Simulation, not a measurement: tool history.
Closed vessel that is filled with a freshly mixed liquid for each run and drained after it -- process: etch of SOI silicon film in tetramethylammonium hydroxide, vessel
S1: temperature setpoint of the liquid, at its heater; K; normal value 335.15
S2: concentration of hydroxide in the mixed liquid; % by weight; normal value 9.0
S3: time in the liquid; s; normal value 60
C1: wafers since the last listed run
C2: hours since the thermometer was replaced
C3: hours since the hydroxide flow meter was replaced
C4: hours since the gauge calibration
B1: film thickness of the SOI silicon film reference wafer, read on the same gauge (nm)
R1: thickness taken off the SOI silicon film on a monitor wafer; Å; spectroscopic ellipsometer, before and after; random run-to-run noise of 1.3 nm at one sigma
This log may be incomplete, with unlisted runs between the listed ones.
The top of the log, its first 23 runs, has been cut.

run,hour,S1,S2,S3,C1,C2,C3,C4,B1,R1
24,615.4,342.15,10.0,50,1944,428.1,144.9,124.7,49.98,3205.6
25,643.3,335.15,7.5,60,1890,456.0,172.8,152.6,50.00,2788.3
26,670.8,340.65,9.0,90,1862,483.5,200.3,180.1,50.01,5455.5
27,749.2,332.65,7.5,40,5311,561.9,278.7,258.5,49.96,1572.3
28,795.0,330.65,8.0,60,3102,607.7,324.5,304.3,49.98,2018.6
29,819.5,335.15,9.0,45,1659,632.2,349.0,328.8,49.99,1938.3
30,839.4,340.65,9.0,90,1348,652.1,368.9,348.7,49.97,5417.7
31,872.4,341.65,9.0,60,2235,685.1,401.9,381.7,49.98,3840.3
32,887.0,341.15,9.0,60,989,699.7,416.5,396.3,50.01,3713.9
33,919.3,335.15,9.0,60,2188,732.0,448.8,428.6,49.96,2575.5

Forecast each of these 5 alternatives for the next run:
A,920.0,335.15,8.0,60,47,732.7,449.5,429.3,?,?
B,920.0,340.65,9.0,40,47,732.7,449.5,429.3,?,?
C,920.0,335.15,7.0,60,47,732.7,449.5,429.3,?,?
D,920.0,337.15,10.5,80,47,732.7,449.5,429.3,?,?
E,920.0,332.15,10.5,30,47,732.7,449.5,429.3,?,?

run,B1,R1
A,50.03,2691.0
B,50.03,2408.7
C,50.03,2795.6
D,50.03,3682.3
E,50.03,1012.2
With no hidden state in the tool, these same runs would have given:
run,R1
A,2797.6
B,2501.0
C,2906.3
D,3826.4
E,1053.4
